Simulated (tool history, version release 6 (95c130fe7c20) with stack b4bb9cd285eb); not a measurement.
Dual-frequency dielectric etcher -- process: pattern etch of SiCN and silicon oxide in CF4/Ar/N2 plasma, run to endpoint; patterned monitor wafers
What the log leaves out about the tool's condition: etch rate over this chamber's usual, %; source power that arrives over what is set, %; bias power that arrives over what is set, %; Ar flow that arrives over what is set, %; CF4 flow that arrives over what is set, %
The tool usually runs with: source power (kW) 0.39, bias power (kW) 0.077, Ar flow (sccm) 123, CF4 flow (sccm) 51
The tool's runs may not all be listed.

run	hour	source power (kW)	bias power (kW)	Ar flow (sccm)	CF4 flow (sccm)	wafers since the last listed run	hours since the last wet clean	hours since the last source power generator calibration	hours since the last bias power generator calibration	hours since the last Ar flow controller change	hours since the last CF4 flow controller change	hours since the last upper electrode change	incoming incoming film thickness, nm	endpoint time (s)
1	0	0.45	0.077	108	51	0	226	1841.3	4291.5	3893.1	2356	2075.8	12.66	15.3
2	28.6	0.45	0.077	108	51	389	254.6	1869.9	4320.1	3921.7	2384.6	2104.4	12.67	15.2
3	70.1	0.39	0.077	123	51	565	296.1	1911.4	4361.6	3963.2	2426.1	2145.9	12.53	17.6
4	138.9	0.43	0.077	123	51	938	364.9	1980.2	4430.4	4032	2494.9	2214.7	12.68	16.1
5	199.5	0.39	0.077	123	51	826	425.5	2040.8	4491	4092.6	2555.5	2275.3	12.59	17.5
6	228.1	0.39	0.077	123	51	389	454.1	2069.4	4519.6	4121.2	2584.1	2303.9	12.68	17.5
7	269	0.39	0.077	123	51	557	495	2110.3	4560.5	4162.1	2625	2344.8	12.6	17.5
8	307.2	0.39	0.077	123	51	520	533.2	2148.5	4598.7	4200.3	2663.2	2383	12.6	17.5
# hour 319.4: CF4 flow controller replaced
# hour 357.7: wet clean of the chamber
9	358.2	0.39	0.077	101	51	286	0.5	2199.5	4649.7	4251.3	38.8	2434	12.48	17.3
10	396.1	0.39	0.077	101	51	516	38.4	2237.4	4687.6	4289.2	76.7	2471.9	12.62	17.7
# hour 446.2: source power generator calibrated
11	446.7	0.36	0.077	142	60	635	89	0.5	4738.2	4339.8	127.3	2522.5	12.46	19.3
12	476	0.39	0.077	136	51	399	118.3	29.8	4767.5	4369.1	156.6	2551.8	12.52	18.3
13	521	0.44	0.063	139	58	613	163.3	74.8	4812.5	4414.1	201.6	2596.8	12.76	17
# hour 551.5: Ar flow controller replaced
14	576.4	0.39	0.067	123	51	673	218.7	130.2	4867.9	24.9	257	2652.2	12.47	18.1
15	604.2	0.29	0.061	123	51	379	246.5	158	4895.7	52.7	284.8	2680	12.38	25.3
# hour 679.9: upper electrode replaced
16	680.4	0.39	0.077	100	51	711	322.7	234.2	4971.9	128.9	361	0.5	12.62	17.2
# hour 698.8: bias power generator calibrated
17	737.1	0.39	0.077	123	51	718	379.4	290.9	38.3	185.6	417.7	57.2	12.56	17.3
18	804	0.45	0.077	108	51	912	446.3	357.8	105.2	252.5	484.6	124.1	12.53	14.9
19	862.8	0.39	0.077	123	51	801	505.1	416.6	164	311.3	543.4	182.9	12.53	17.2
# hour 1040.1: wet clean of the chamber
20	1040.6	0.39	0.077	123	51	2097	0.5	594.4	341.8	489.1	721.2	360.7	12.57	18.5

Branching from run 20: 3 alternative next runs. What would each branch give?
A	1041	0.39	0.077	123	51	5	0.9	594.8	342.2	489.5	721.6	361.1	12.64	?
B	1041	0.39	0.077	123	60	5	0.9	594.8	342.2	489.5	721.6	361.1	12.64	?
C	1041	0.33	0.077	105	48	5	0.9	594.8	342.2	489.5	721.6	361.1	12.64	?

run	endpoint time (s)
A	18.2
B	17.8
C	21.3
The same runs, with their run-to-run variation unchanged, on a tool lacking any hidden condition would have given:
run	endpoint time (s)
A	18.2
B	17.8
C	21.3
